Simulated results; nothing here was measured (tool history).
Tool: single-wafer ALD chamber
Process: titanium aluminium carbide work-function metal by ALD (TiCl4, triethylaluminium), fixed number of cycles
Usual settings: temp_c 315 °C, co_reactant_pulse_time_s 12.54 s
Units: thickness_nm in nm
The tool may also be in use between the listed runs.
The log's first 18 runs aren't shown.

run	hour	temp_c	co_reactant_pulse_time_s	wafers since the last listed run	hours since the last thermocouple change	hours since the last triethylaluminium bottle change	hours since the showerhead was replaced	hours since the gauge calibration	read-back reference wafer on the same gauge, thickness_nm	thickness_nm
# hour 245.5: showerhead replaced
19	246.9	323	7.85	68	104.9	77.3	1.4	102.9	2.039	2.123
20	256.9	315	12.54	89	114.9	87.3	11.4	112.9	2.04	2.348
21	274.1	315	15.82	153	132.1	104.5	28.6	130.1	2.041	2.391
22	281.2	308	12.54	63	139.2	111.6	35.7	137.2	2.039	2.292
23	291.7	315	17.37	93	149.7	122.1	46.2	147.7	2.04	2.397
24	301.5	315	12.54	87	159.5	131.9	56	157.5	2.04	2.354
25	319	315	12.54	155	177	149.4	73.5	175	2.038	2.356
26	336.3	311	9.69	154	194.3	166.7	90.8	192.3	2.04	2.208
27	349.3	302	11.03	115	207.3	179.7	103.8	205.3	2.042	2.194
28	362.3	330	12.54	115	220.3	192.7	116.8	218.3	2.04	2.486
29	375.2	315	17.55	114	233.2	205.6	129.7	231.2	2.04	2.389
30	383.6	315	10.69	74	241.6	214	138.1	239.6	2.041	2.29
31	400.9	318	10.82	154	258.9	231.3	155.4	256.9	2.039	2.32
32	410	315	12.54	81	268	240.4	164.5	266	2.042	2.352

5 ways to go on from here, each from the tool as it stands after run 32. What would each give?
A	410.4	315	9.74	3	268.4	240.8	164.9	266.4	?	?
B	410.4	322	15.92	3	268.4	240.8	164.9	266.4	?	?
C	410.4	315	10.16	3	268.4	240.8	164.9	266.4	?	?
D	410.4	310	15.33	3	268.4	240.8	164.9	266.4	?	?
E	410.4	309	14.69	3	268.4	240.8	164.9	266.4	?	?

run	read-back reference wafer on the same gauge, thickness_nm	thickness_nm
A	2.041	2.233
B	2.041	2.452
C	2.041	2.261
D	2.041	2.345
E	2.041	2.331
Without the tool's hidden state the same runs would have given:
run	thickness_nm
A	2.283
B	2.459
C	2.305
D	2.352
E	2.341

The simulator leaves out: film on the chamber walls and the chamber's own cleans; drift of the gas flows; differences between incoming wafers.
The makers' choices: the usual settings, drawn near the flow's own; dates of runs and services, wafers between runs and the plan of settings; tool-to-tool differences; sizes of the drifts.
